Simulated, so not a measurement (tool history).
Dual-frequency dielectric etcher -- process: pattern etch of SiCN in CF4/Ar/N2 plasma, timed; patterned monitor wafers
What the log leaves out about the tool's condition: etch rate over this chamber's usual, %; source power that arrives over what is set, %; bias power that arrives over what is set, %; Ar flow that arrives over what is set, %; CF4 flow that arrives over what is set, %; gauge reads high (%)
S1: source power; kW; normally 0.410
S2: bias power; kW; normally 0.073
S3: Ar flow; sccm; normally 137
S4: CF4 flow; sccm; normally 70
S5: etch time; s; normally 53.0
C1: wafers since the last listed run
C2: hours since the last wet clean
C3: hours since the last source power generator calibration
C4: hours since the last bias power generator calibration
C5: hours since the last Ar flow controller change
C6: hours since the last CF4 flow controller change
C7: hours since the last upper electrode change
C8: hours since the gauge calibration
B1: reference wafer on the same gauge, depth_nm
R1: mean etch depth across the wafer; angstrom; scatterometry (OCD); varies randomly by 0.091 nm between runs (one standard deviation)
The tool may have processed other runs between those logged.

Run 1, hour 0.0: usual settings but S3 160 sccm; C1 0; C2 272.3; C3 1525.8; C4 3751.5; C5 5760.0; C6 4452.2; C7 2443.5; C8 341.9; B1 35.09. Result: R1 442.0 angstrom.
Run 2, hour 42.2: usual settings but S3 117 sccm; C1 402; C2 314.5; C3 1568.0; C4 3793.7; C5 5802.2; C6 4494.4; C7 2485.7; C8 384.1; B1 35.09. Result: R1 464.6 angstrom.
Run 3, hour 59.9: usual settings but S3 117 sccm; C1 168; C2 332.2; C3 1585.7; C4 3811.4; C5 5819.9; C6 4512.1; C7 2503.4; C8 401.8; B1 35.11. Result: R1 466.2 angstrom.
Run 4, hour 82.4: usual settings but S1 0.450 kW, S5 62.5 s; C1 214; C2 354.7; C3 1608.2; C4 3833.9; C5 5842.4; C6 4534.6; C7 2525.9; C8 424.3; B1 35.11. Result: R1 575.2 angstrom.
At hour 121.0: wet clean of the chamber.
Run 5, hour 180.6: usual settings but S3 110 sccm, S5 66.5 s; C1 707; C2 59.6; C3 1706.4; C4 3932.1; C5 5940.6; C6 4632.8; C7 2624.1; C8 522.5; B1 35.07. Result: R1 592.7 angstrom.
Run 6, hour 211.6: usual settings but S1 0.450 kW, S2 0.080 kW, S5 67.5 s; C1 295; C2 90.6; C3 1737.4; C4 3963.1; C5 5971.6; C6 4663.8; C7 2655.1; C8 553.5; B1 35.08. Result: R1 648.9 angstrom.
Run 7, hour 228.9: usual settings; C1 164; C2 107.9; C3 1754.7; C4 3980.4; C5 5988.9; C6 4681.1; C7 2672.4; C8 570.8; B1 35.08. Result: R1 458.0 angstrom.
Run 8, hour 241.3: usual settings but S4 75 sccm, S5 38.0 s; C1 118; C2 120.3; C3 1767.1; C4 3992.8; C5 6001.3; C6 4693.5; C7 2684.8; C8 583.2; B1 35.07. Result: R1 330.8 angstrom.
At hour 249.9: CF4 flow controller replaced.
At hour 276.1: source power generator calibrated.
Run 9, hour 276.9: usual settings but S2 0.090 kW, S5 47.5 s; C1 244; C2 155.9; C3 0.8; C4 4028.4; C5 6036.9; C6 27.0; C7 2720.4; C8 618.8; B1 35.13. Result: R1 434.3 angstrom.
Run 10, hour 311.4: usual settings but S2 0.056 kW, S3 109 sccm, S5 66.0 s; C1 328; C2 190.4; C3 35.3; C4 4062.9; C5 6071.4; C6 61.5; C7 2754.9; C8 653.3; B1 35.10. Result: R1 502.0 angstrom.
At hour 319.2: gauge calibrated.
Run 11, hour 343.0: usual settings; C1 301; C2 222.0; C3 66.9; C4 4094.5; C5 6103.0; C6 93.1; C7 2786.5; C8 23.8; B1 35.10. Result: R1 439.0 angstrom.
Run 12, hour 358.9: usual settings but S2 0.087 kW, S5 45.5 s; C1 151; C2 237.9; C3 82.8; C4 4110.4; C5 6118.9; C6 109.0; C7 2802.4; C8 39.7; B1 35.13. Result: R1 409.3 angstrom.
At hour 368.2: Ar flow controller replaced.
At hour 398.8: upper electrode replaced.
Run 13, hour 444.9: usual settings but S1 0.380 kW; C1 533; C2 323.9; C3 168.8; C4 4196.4; C5 76.7; C6 195.0; C7 46.1; C8 125.7; B1 35.11. Result: R1 416.3 angstrom.
At hour 477.2: bias power generator calibrated.
Run 14, hour 477.7: usual settings but S3 120 sccm, S4 53 sccm, S5 68.0 s; C1 274; C2 356.7; C3 201.6; C4 0.5; C5 109.5; C6 227.8; C7 78.9; C8 158.5; B1 35.09. Result: R1 546.2 angstrom.
Run 15, hour 510.0: usual settings but S1 0.320 kW, S2 0.063 kW, S5 64.0 s; C1 307; C2 389.0; C3 233.9; C4 32.8; C5 141.8; C6 260.1; C7 111.2; C8 190.8; B1 35.08. Result: R1 416.3 angstrom.
Run 16, hour 543.8: usual settings but S2 0.091 kW, S3 171 sccm, S4 82 sccm, S5 46.5 s; C1 322; C2 422.8; C3 267.7; C4 66.6; C5 175.6; C6 293.9; C7 145.0; C8 224.6; B1 35.08. Result: R1 424.4 angstrom.
At hour 568.6: wet clean of the chamber.
Run 17, hour 569.1: usual settings; C1 12; C2 0.5; C3 293.0; C4 91.9; C5 200.9; C6 319.2; C7 170.3; C8 249.9; B1 35.13. Result: R1 438.2 angstrom.
Run 18, hour 592.0: usual settings but S1 0.510 kW, S4 86 sccm, S5 67.0 s; C1 218; C2 23.4; C3 315.9; C4 114.8; C5 223.8; C6 342.1; C7 193.2; C8 272.8; B1 35.10. Result: R1 675.8 angstrom.
Run 19, hour 620.4: usual settings but S5 38.0 s; C1 270; C2 51.8; C3 344.3; C4 143.2; C5 252.2; C6 370.5; C7 221.6; C8 301.2; B1 35.09. Result: R1 314.3 angstrom.
Run 20, hour 643.9: usual settings but S1 0.440 kW, S3 167 sccm, S4 58 sccm; C1 224; C2 75.3; C3 367.8; C4 166.7; C5 275.7; C6 394.0; C7 245.1; C8 324.7; B1 35.10. Result: R1 433.6 angstrom.
Run 21, hour 677.7: usual settings but S5 40.5 s; C1 322; C2 109.1; C3 401.6; C4 200.5; C5 309.5; C6 427.8; C7 278.9; C8 358.5; B1 35.09. Result: R1 334.9 angstrom.

4 options for the next run, each taken on its own from the tool as it stands now. Forecast them:
Run A, hour 678.1: usual settings but S3 126 sccm; C1 3; C2 109.5; C3 402.0; C4 200.9; C5 309.9; C6 428.2; C7 279.3; C8 358.9; B1 ?. Result: R1 ?.
Run B, hour 678.1: usual settings but S4 87 sccm; C1 3; C2 109.5; C3 402.0; C4 200.9; C5 309.9; C6 428.2; C7 279.3; C8 358.9; B1 ?. Result: R1 ?.
Run C, hour 678.1: usual settings but S1 0.360 kW; C1 3; C2 109.5; C3 402.0; C4 200.9; C5 309.9; C6 428.2; C7 279.3; C8 358.9; B1 ?. Result: R1 ?.
Run D, hour 678.1: usual settings but S5 59.5 s; C1 3; C2 109.5; C3 402.0; C4 200.9; C5 309.9; C6 428.2; C7 279.3; C8 358.9; B1 ?. Result: R1 ?.

run     B1     R1
  A  35.07  445.6
  B  35.07  456.1
  C  35.07  401.5
  D  35.07  493.5
Take away the tool's hidden state, keep each run's random variation, and the runs would have read:
run     R1
  A  444.4
  B  454.8
  C  400.3
  D  492.1
